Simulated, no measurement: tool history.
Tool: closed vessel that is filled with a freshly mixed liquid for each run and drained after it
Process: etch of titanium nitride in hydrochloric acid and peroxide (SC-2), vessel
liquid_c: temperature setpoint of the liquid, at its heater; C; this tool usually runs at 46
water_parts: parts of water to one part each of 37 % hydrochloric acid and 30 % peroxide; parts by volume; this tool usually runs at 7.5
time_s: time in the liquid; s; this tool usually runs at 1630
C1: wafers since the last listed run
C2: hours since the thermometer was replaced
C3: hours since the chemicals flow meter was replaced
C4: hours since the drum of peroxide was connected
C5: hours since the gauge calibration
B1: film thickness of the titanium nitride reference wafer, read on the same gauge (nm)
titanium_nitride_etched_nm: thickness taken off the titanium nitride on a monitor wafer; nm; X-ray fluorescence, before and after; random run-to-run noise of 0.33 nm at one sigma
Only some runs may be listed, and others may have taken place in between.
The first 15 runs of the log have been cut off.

run 16 hour=358.1 | liquid_c=38 water_parts=8.5 time_s=1050 | C1=963 C2=114.6 C3=194.9 C4=451.3 C5=808.6 | B1=130.03 | titanium_nitride_etched_nm=10.92
run 17 hour=388.7 | liquid_c=46 water_parts=7.5 time_s=2575 | C1=821 C2=145.2 C3=225.5 C4=481.9 C5=839.2 | B1=130 | titanium_nitride_etched_nm=52.2
run 18 hour=410.7 | liquid_c=46 water_parts=8.5 time_s=1630 | C1=590 C2=167.2 C3=247.5 C4=503.9 C5=861.2 | B1=130 | titanium_nitride_etched_nm=29.24
run 19 hour=436 | liquid_c=46 water_parts=7.5 time_s=1630 | C1=679 C2=192.5 C3=272.8 C4=529.2 C5=886.5 | B1=129.98 | titanium_nitride_etched_nm=32.8
-- hour=457.7 gauge calibrated
run 20 hour=471.4 | liquid_c=46 water_parts=4 time_s=2420 | C1=950 C2=227.9 C3=308.2 C4=564.6 C5=13.7 | B1=130.01 | titanium_nitride_etched_nm=77.04
-- hour=504.7 new drum of peroxide connected
run 21 hour=505.5 | liquid_c=51 water_parts=9 time_s=990 | C1=888 C2=262 C3=342.3 C4=0.8 C5=47.8 | B1=130 | titanium_nitride_etched_nm=24.02
run 22 hour=531 | liquid_c=46 water_parts=7.5 time_s=1630 | C1=684 C2=287.5 C3=367.8 C4=26.3 C5=73.3 | B1=130 | titanium_nitride_etched_nm=32.97
run 23 hour=553.8 | liquid_c=46 water_parts=9.5 time_s=725 | C1=612 C2=310.3 C3=390.6 C4=49.1 C5=96.1 | B1=130 | titanium_nitride_etched_nm=12.02
run 24 hour=575.2 | liquid_c=46 water_parts=7.5 time_s=1630 | C1=574 C2=331.7 C3=412 C4=70.5 C5=117.5 | B1=130 | titanium_nitride_etched_nm=31.93
run 25 hour=589.5 | liquid_c=46 water_parts=4 time_s=2135 | C1=383 C2=346 C3=426.3 C4=84.8 C5=131.8 | B1=130.01 | titanium_nitride_etched_nm=67.45
run 26 hour=616.8 | liquid_c=52.5 water_parts=9 time_s=1630 | C1=733 C2=373.3 C3=453.6 C4=112.1 C5=159.1 | B1=129.99 | titanium_nitride_etched_nm=43.59
run 27 hour=652.3 | liquid_c=46 water_parts=7.5 time_s=1630 | C1=953 C2=408.8 C3=489.1 C4=147.6 C5=194.6 | B1=130.02 | titanium_nitride_etched_nm=32.05
run 28 hour=669.3 | liquid_c=56 water_parts=7.5 time_s=1630 | C1=456 C2=425.8 C3=506.1 C4=164.6 C5=211.6 | B1=129.99 | titanium_nitride_etched_nm=62.75
run 29 hour=702.9 | liquid_c=41.5 water_parts=6 time_s=2565 | C1=902 C2=459.4 C3=539.7 C4=198.2 C5=245.2 | B1=129.98 | titanium_nitride_etched_nm=43.65
run 30 hour=724.2 | liquid_c=46 water_parts=7.5 time_s=1630 | C1=571 C2=480.7 C3=561 C4=219.5 C5=266.5 | B1=129.99 | titanium_nitride_etched_nm=32

Here are 3 independent what-if runs from the current tool condition. What would each one return?
run A hour=725.3 | liquid_c=46 water_parts=7.5 time_s=2525 | C1=29 C2=481.8 C3=562.1 C4=220.6 C5=267.6 | B1=? | titanium_nitride_etched_nm=?
run B hour=725.3 | liquid_c=52 water_parts=4 time_s=2605 | C1=29 C2=481.8 C3=562.1 C4=220.6 C5=267.6 | B1=? | titanium_nitride_etched_nm=?
run C hour=725.3 | liquid_c=38 water_parts=8.5 time_s=1630 | C1=29 C2=481.8 C3=562.1 C4=220.6 C5=267.6 | B1=? | titanium_nitride_etched_nm=?

run=A B1=130.02 titanium_nitride_etched_nm=49.11
run=B B1=130.02 titanium_nitride_etched_nm=120.22
run=C B1=130.02 titanium_nitride_etched_nm=16.32
What these runs would have given with no unlogged condition in the tool:
run=A titanium_nitride_etched_nm=51.81
run=B titanium_nitride_etched_nm=126.57
run=C titanium_nitride_etched_nm=17.27

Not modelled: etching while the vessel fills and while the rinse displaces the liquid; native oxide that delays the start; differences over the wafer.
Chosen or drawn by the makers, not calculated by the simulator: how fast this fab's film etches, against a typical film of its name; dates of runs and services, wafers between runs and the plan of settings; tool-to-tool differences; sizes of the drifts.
